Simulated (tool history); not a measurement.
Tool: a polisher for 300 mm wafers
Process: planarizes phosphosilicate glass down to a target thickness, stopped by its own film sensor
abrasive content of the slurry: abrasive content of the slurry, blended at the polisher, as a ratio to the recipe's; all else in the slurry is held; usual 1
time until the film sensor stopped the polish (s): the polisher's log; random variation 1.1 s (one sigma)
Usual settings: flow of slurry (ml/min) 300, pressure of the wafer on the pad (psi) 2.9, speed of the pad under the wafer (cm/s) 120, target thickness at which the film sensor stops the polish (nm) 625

run   hour  flow of slurry (ml/min)  pressure of the wafer on the pad (psi)  speed of the pad under the wafer (cm/s)  abrasive content of the slurry  target thickness at which the film sensor stops the polish (nm)  wafers since the last listed run  wafers polished on this pad  hours since the slurry nozzle was cleaned  hours since the head pressure was calibrated  hours since the slurry blender was calibrated  hours since the conditioning disc was replaced  incoming thickness of the incoming film, nm  time until the film sensor stopped the polish (s)
  1      0                      300                                     2.9                                      120                               1                                                              625                                 0                          417                                      400.1                                         476.8                                             32                                           433.7                                       1208.9                                               71.9
  2   13.1                      300                                     2.3                                      120                               1                                                              625                               121                          539                                      413.2                                         489.9                                           45.1                                           446.8                                       1220.1                                               87.2
  3   21.1                      300                                     2.9                                      120                               1                                                              625                                74                          613                                      421.2                                         497.9                                           53.1                                           454.8                                       1246.1                                               79.8
      37.9  -- conditioning disc replaced and pad reconditioned
  4     39                      300                                     2.9                                      120                               1                                                              625                               147                          760                                      439.1                                         515.8                                             71                                             1.1                                       1231.2                                               78.8
      45.3  -- head pressure recalibrated
  5   49.3                      300                                     2.9                                      120                               1                                                              787                                76                          837                                      449.4                                             4                                           81.3                                            11.4                                       1207.7                                               55.6
  6   67.1                      300                                     2.9                                      120                               1                                                              787                               164                         1002                                      467.2                                          21.8                                           99.1                                            29.2                                       1241.3                                               59.7
        71  -- slurry blender recalibrated
  7   75.5                      300                                     2.9                                      120                               1                                                              625                                59                         1061                                      475.6                                          30.2                                            4.5                                            37.6                                       1204.1                                               77.2
  8   91.9                      300                                     2.9                                       78                             1.2                                                              571                               151                         1213                                        492                                          46.6                                           20.9                                              54                                       1238.4                                              113.4
     101.2  -- worn pad replaced by a new one
  9  101.7                      395                                     2.9                                       90                             1.2                                                              625                                53                            4                                      501.8                                          56.4                                           30.7                                            63.8                                       1209.2                                               77.8
 10    106                      300                                     2.9                                      120                               1                                                              625                                39                           44                                      506.1                                          60.7                                             35                                            68.1                                         1233                                               73.8
 11  138.6                      300                                     2.9                                      134                               1                                                              625                               302                          346                                      538.7                                          93.3                                           67.6                                           100.7                                       1221.2                                               70.3
 12  148.6                      350                                     2.9                                      120                            0.85                                                              815                                92                          439                                      548.7                                         103.3                                           77.6                                           110.7                                       1225.1                                                 58
 13  158.4                      380                                     2.6                                       80                               1                                                              625                                90                          530                                      558.5                                         113.1                                           87.4                                           120.5                                       1244.4                                              115.1
 14  167.1                      300                                     2.9                                      120                               1                                                              625                                80                          610                                      567.2                                         121.8                                           96.1                                           129.2                                         1232                                               77.5
     186.4  -- slurry blender recalibrated
 15  200.2                      230                                     1.9                                      120                               1                                                              761                               288                          898                                      600.3                                         154.9                                           13.8                                           162.3                                       1238.7                                               90.1
 16  215.2                      335                                     3.6                                      120                             1.1                                                              625                               139                         1038                                      615.3                                         169.9                                           28.8                                           177.3                                       1254.9                                               65.3
 17  226.3                      300                                     2.5                                      120                               1                                                              625                               102                         1140                                      626.4                                           181                                           39.9                                           188.4                                       1221.5                                               90.2
     234.2  -- slurry nozzle cleaned
     244.6  -- worn pad replaced by a new one
 18  245.1                      245                                     2.9                                       96                            0.85                                                              625                               127                            4                                       10.9                                         199.8                                           58.7                                           207.2                                       1252.3                                              101.4
 19  257.4                      300                                     2.9                                      120                               1                                                              625                               113                          118                                       23.2                                         212.1                                             71                                           219.5                                       1240.2                                                 75
 20  268.3                      300                                     2.9                                      120                               1                                                              787                               101                          219                                       34.1                                           223                                           81.9                                           230.4                                       1235.2                                               56.7
 21  280.8                      230                                     2.9                                      120                               1                                                              823                               115                          335                                       46.6                                         235.5                                           94.4                                           242.9                                       1230.1                                               52.8
 22  296.8                      300                                     2.1                                      120                               1                                                              625                               148                          483                                       62.6                                         251.5                                          110.4                                           258.9                                       1224.9                                               95.1
     308.1  -- slurry blender recalibrated
 23  344.9                      300                                     2.9                                      120                            1.15                                                              625                               427                          911                                      110.7                                         299.6                                           36.8                                             307                                       1228.2                                               72.7
 24  352.9                      300                                     2.9                                      120                               1                                                              625                                74                          985                                      118.7                                         307.6                                           44.8                                             315                                       1250.9                                               85.1
 25    368                      300                                     2.9                                      120                            0.85                                                              625                               139                         1125                                      133.8                                         322.7                                           59.9                                           330.1                                       1232.9                                               92.1
 26  375.5                      375                                     2.9                                      120                               1                                                              625                                69                         1194                                      141.3                                         330.2                                           67.4                                           337.6                                       1209.4                                               78.5

Forecast each of these 4 alternatives for the next run:
  A  375.9                      220                                     2.9                                      120                               1                                                              625                                 3                         1198                                      141.7                                         330.6                                           67.8                                             338                                       1236.6                                                  ?
  B  375.9                      300                                     2.9                                      120                               1                                                              733                                 3                         1198                                      141.7                                         330.6                                           67.8                                             338                                       1236.6                                                  ?
  C  375.9                      300                                     2.9                                      104                               1                                                              469                                 3                         1198                                      141.7                                         330.6                                           67.8                                             338                                       1236.6                                                  ?
  D  375.9                      350                                     3.2                                      120                               1                                                              625                                 3                         1198                                      141.7                                         330.6                                           67.8                                             338                                       1236.6                                                  ?

run  time until the film sensor stopped the polish (s)
  A                                               86.6
  B                                               68.9
  C                                              117.7
  D                                               76.7
Without the tool's hidden state the same runs would have given:
run  time until the film sensor stopped the polish (s)
  A                                               75.2
  B                                               59.8
  C                                              102.2
  D                                               66.6
